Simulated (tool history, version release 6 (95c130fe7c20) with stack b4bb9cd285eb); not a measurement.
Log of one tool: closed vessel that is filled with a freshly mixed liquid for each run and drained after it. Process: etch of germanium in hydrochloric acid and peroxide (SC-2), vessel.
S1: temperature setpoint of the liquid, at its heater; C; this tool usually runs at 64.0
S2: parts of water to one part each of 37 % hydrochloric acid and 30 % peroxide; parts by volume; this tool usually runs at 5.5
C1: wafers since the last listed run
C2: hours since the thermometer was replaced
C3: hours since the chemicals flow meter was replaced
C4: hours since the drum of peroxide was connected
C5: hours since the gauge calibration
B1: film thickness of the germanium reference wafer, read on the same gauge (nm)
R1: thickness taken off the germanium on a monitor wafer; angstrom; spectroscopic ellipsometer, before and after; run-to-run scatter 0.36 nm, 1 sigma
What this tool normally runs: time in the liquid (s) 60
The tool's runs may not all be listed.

run 1 hour=0.0 | S1=64.0 S2=5.5 time_in_the_liquid_(s)=60 | C1=0 C2=1373.0 C3=1746.0 C4=449.4 C5=1523.6 | B1=100.00 | R1=1735.3
run 2 hour=19.1 | S1=64.0 S2=5.5 time_in_the_liquid_(s)=60 | C1=1750 C2=1392.1 C3=1765.1 C4=468.5 C5=1542.7 | B1=100.00 | R1=1735.3
-- hour=29.7 gauge calibrated
run 3 hour=47.6 | S1=64.0 S2=5.5 time_in_the_liquid_(s)=60 | C1=2612 C2=1420.6 C3=1793.6 C4=497.0 C5=17.9 | B1=100.02 | R1=1724.9
run 4 hour=64.5 | S1=64.0 S2=5.5 time_in_the_liquid_(s)=60 | C1=1549 C2=1437.5 C3=1810.5 C4=513.9 C5=34.8 | B1=99.99 | R1=1731.3
run 5 hour=96.2 | S1=64.0 S2=5.5 time_in_the_liquid_(s)=80 | C1=2905 C2=1469.2 C3=1842.2 C4=545.6 C5=66.5 | B1=100.02 | R1=2305.5
run 6 hour=129.0 | S1=64.0 S2=5.5 time_in_the_liquid_(s)=80 | C1=3006 C2=1502.0 C3=1875.0 C4=578.4 C5=99.3 | B1=100.00 | R1=2304.5
run 7 hour=153.5 | S1=64.0 S2=5.5 time_in_the_liquid_(s)=60 | C1=2245 C2=1526.5 C3=1899.5 C4=602.9 C5=123.8 | B1=99.99 | R1=1728.9
run 8 hour=180.1 | S1=72.0 S2=7.5 time_in_the_liquid_(s)=45 | C1=2438 C2=1553.1 C3=1926.1 C4=629.5 C5=150.4 | B1=100.00 | R1=1589.7
run 9 hour=197.8 | S1=64.0 S2=4.0 time_in_the_liquid_(s)=60 | C1=1622 C2=1570.8 C3=1943.8 C4=647.2 C5=168.1 | B1=99.99 | R1=1739.7
-- hour=205.0 chemicals flow meter replaced
-- hour=205.9 new drum of peroxide connected
run 10 hour=221.0 | S1=61.0 S2=5.5 time_in_the_liquid_(s)=60 | C1=1954 C2=1594.0 C3=16.0 C4=15.1 C5=191.3 | B1=99.99 | R1=1587.2
run 11 hour=234.5 | S1=64.0 S2=5.5 time_in_the_liquid_(s)=60 | C1=1237 C2=1607.5 C3=29.5 C4=28.6 C5=204.8 | B1=99.99 | R1=1732.0
run 12 hour=253.2 | S1=64.0 S2=5.5 time_in_the_liquid_(s)=60 | C1=1714 C2=1626.2 C3=48.2 C4=47.3 C5=223.5 | B1=100.03 | R1=1735.2
run 13 hour=267.5 | S1=64.0 S2=5.5 time_in_the_liquid_(s)=60 | C1=1310 C2=1640.5 C3=62.5 C4=61.6 C5=237.8 | B1=100.01 | R1=1732.7
run 14 hour=297.6 | S1=64.0 S2=7.5 time_in_the_liquid_(s)=85 | C1=2758 C2=1670.6 C3=92.6 C4=91.7 C5=267.9 | B1=99.97 | R1=2411.0
run 15 hour=317.3 | S1=64.0 S2=5.5 time_in_the_liquid_(s)=60 | C1=1805 C2=1690.3 C3=112.3 C4=111.4 C5=287.6 | B1=99.99 | R1=1731.8
run 16 hour=329.9 | S1=64.0 S2=5.5 time_in_the_liquid_(s)=70 | C1=1154 C2=1702.9 C3=124.9 C4=124.0 C5=300.2 | B1=99.99 | R1=2021.0
run 17 hour=351.1 | S1=64.0 S2=8.0 time_in_the_liquid_(s)=30 | C1=1943 C2=1724.1 C3=146.1 C4=145.2 C5=321.4 | B1=100.02 | R1=843.9
run 18 hour=369.2 | S1=69.0 S2=5.5 time_in_the_liquid_(s)=70 | C1=1659 C2=1742.2 C3=164.2 C4=163.3 C5=339.5 | B1=100.01 | R1=2332.8
run 19 hour=462.9 | S1=64.0 S2=5.5 time_in_the_liquid_(s)=60 | C1=8588 C2=1835.9 C3=257.9 C4=257.0 C5=433.2 | B1=100.00 | R1=1724.1
-- hour=477.6 thermometer replaced
run 20 hour=491.4 | S1=64.0 S2=4.0 time_in_the_liquid_(s)=35 | C1=2520 C2=13.8 C3=286.4 C4=285.5 C5=461.7 | B1=100.03 | R1=1055.4
run 21 hour=516.1 | S1=64.0 S2=6.5 time_in_the_liquid_(s)=75 | C1=2263 C2=38.5 C3=311.1 C4=310.2 C5=486.4 | B1=100.03 | R1=2209.9
run 22 hour=539.3 | S1=64.0 S2=5.5 time_in_the_liquid_(s)=60 | C1=2126 C2=61.7 C3=334.3 C4=333.4 C5=509.6 | B1=100.01 | R1=1786.0
run 23 hour=572.4 | S1=64.0 S2=4.0 time_in_the_liquid_(s)=45 | C1=3033 C2=94.8 C3=367.4 C4=366.5 C5=542.7 | B1=100.00 | R1=1360.1
run 24 hour=604.4 | S1=57.5 S2=4.5 time_in_the_liquid_(s)=40 | C1=2933 C2=126.8 C3=399.4 C4=398.5 C5=574.7 | B1=100.02 | R1=988.0
run 25 hour=630.5 | S1=71.5 S2=5.5 time_in_the_liquid_(s)=85 | C1=2392 C2=152.9 C3=425.5 C4=424.6 C5=600.8 | B1=100.01 | R1=3129.4
run 26 hour=643.6 | S1=58.5 S2=5.5 time_in_the_liquid_(s)=60 | C1=1200 C2=166.0 C3=438.6 C4=437.7 C5=613.9 | B1=99.99 | R1=1513.2
run 27 hour=670.6 | S1=64.0 S2=5.5 time_in_the_liquid_(s)=60 | C1=2474 C2=193.0 C3=465.6 C4=464.7 C5=640.9 | B1=100.01 | R1=1787.8
run 28 hour=704.8 | S1=64.0 S2=5.5 time_in_the_liquid_(s)=60 | C1=3134 C2=227.2 C3=499.8 C4=498.9 C5=675.1 | B1=100.01 | R1=1780.1
run 29 hour=739.9 | S1=64.0 S2=5.5 time_in_the_liquid_(s)=60 | C1=3217 C2=262.3 C3=534.9 C4=534.0 C5=710.2 | B1=99.99 | R1=1778.9
run 30 hour=772.3 | S1=64.0 S2=8.0 time_in_the_liquid_(s)=30 | C1=2969 C2=294.7 C3=567.3 C4=566.4 C5=742.6 | B1=100.01 | R1=865.6
run 31 hour=806.9 | S1=64.0 S2=6.5 time_in_the_liquid_(s)=70 | C1=3171 C2=329.3 C3=601.9 C4=601.0 C5=777.2 | B1=100.01 | R1=2047.1

Per-run results on a tool with no hidden state, each run keeping its own random variation:
The tool's hidden condition here consists of: liquid colder than its thermometer reads (K); chemicals flow below the setpoint (%); peroxide weaker than its label (%); gauge reads high (%).
run=1 R1=1802.2
run=2 R1=1803.1
run=3 R1=1794.0
run=4 R1=1801.9
run=5 R1=2401.9
run=6 R1=2403.1
run=7 R1=1804.4
run=8 R1=1662.8
run=9 R1=1814.6
run=10 R1=1647.7
run=11 R1=1797.4
run=12 R1=1801.6
run=13 R1=1799.8
run=14 R1=2506.3
run=15 R1=1801.8
run=16 R1=2103.0
run=17 R1=878.9
run=18 R1=2427.7
run=19 R1=1801.1
run=20 R1=1059.7
run=21 R1=2223.0
run=22 R1=1797.0
run=23 R1=1368.4
run=24 R1=995.2
run=25 R1=3157.8
run=26 R1=1527.1
run=27 R1=1806.1
run=28 R1=1799.9
run=29 R1=1800.5
run=30 R1=879.3
run=31 R1=2078.6
